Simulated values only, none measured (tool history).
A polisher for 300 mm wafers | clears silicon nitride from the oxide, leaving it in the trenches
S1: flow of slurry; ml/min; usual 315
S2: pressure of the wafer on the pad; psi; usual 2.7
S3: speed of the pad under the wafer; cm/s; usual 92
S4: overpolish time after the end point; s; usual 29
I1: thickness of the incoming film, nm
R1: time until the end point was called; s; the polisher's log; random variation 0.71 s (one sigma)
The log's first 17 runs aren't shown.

run,hour,S1,S2,S3,S4,I1,R1
18,237.0,235,2.1,102,21,75.6,100.2
19,254.7,315,2.2,78,12,75.7,121.4
20,263.7,315,2.9,80,21,74.3,92.8
# hour 265.8: slurry nozzle cleaned
# hour 269.9: worn pad replaced by a new one
21,287.4,315,2.2,64,24,74.9,133.1
22,310.4,315,1.9,92,38,75.6,107.0
23,319.0,315,1.9,92,29,75.2,105.8
24,336.2,315,2.7,92,29,74.5,78.6
25,343.9,400,2.5,110,19,74.0,68.2
26,354.9,315,3.3,86,29,75.1,70.4
27,366.2,405,1.9,92,29,73.5,100.7
# hour 371.1: worn pad replaced by a new one
28,376.5,370,2.7,74,29,74.0,93.5
29,382.7,280,3.0,102,20,75.3,64.7
30,392.8,315,2.1,68,46,74.4,129.8
31,408.4,260,2.7,92,22,75.4,79.8
32,424.3,315,2.7,92,29,73.7,75.0
33,434.3,270,2.0,124,24,75.2,75.1

4 ways to go on from here, each from the tool as it stands after run 33. What would each give?
A,434.8,315,2.7,92,29,74.9,?
B,434.8,315,2.7,64,29,74.9,?
C,434.8,210,2.0,76,44,74.9,?
D,434.8,410,2.7,92,29,74.9,?

run,R1
A,76.6
B,110.1
C,125.9
D,75.0
Without the tool's hidden state the same runs would have given:
run,R1
A,79.0
B,113.6
C,129.6
D,77.5

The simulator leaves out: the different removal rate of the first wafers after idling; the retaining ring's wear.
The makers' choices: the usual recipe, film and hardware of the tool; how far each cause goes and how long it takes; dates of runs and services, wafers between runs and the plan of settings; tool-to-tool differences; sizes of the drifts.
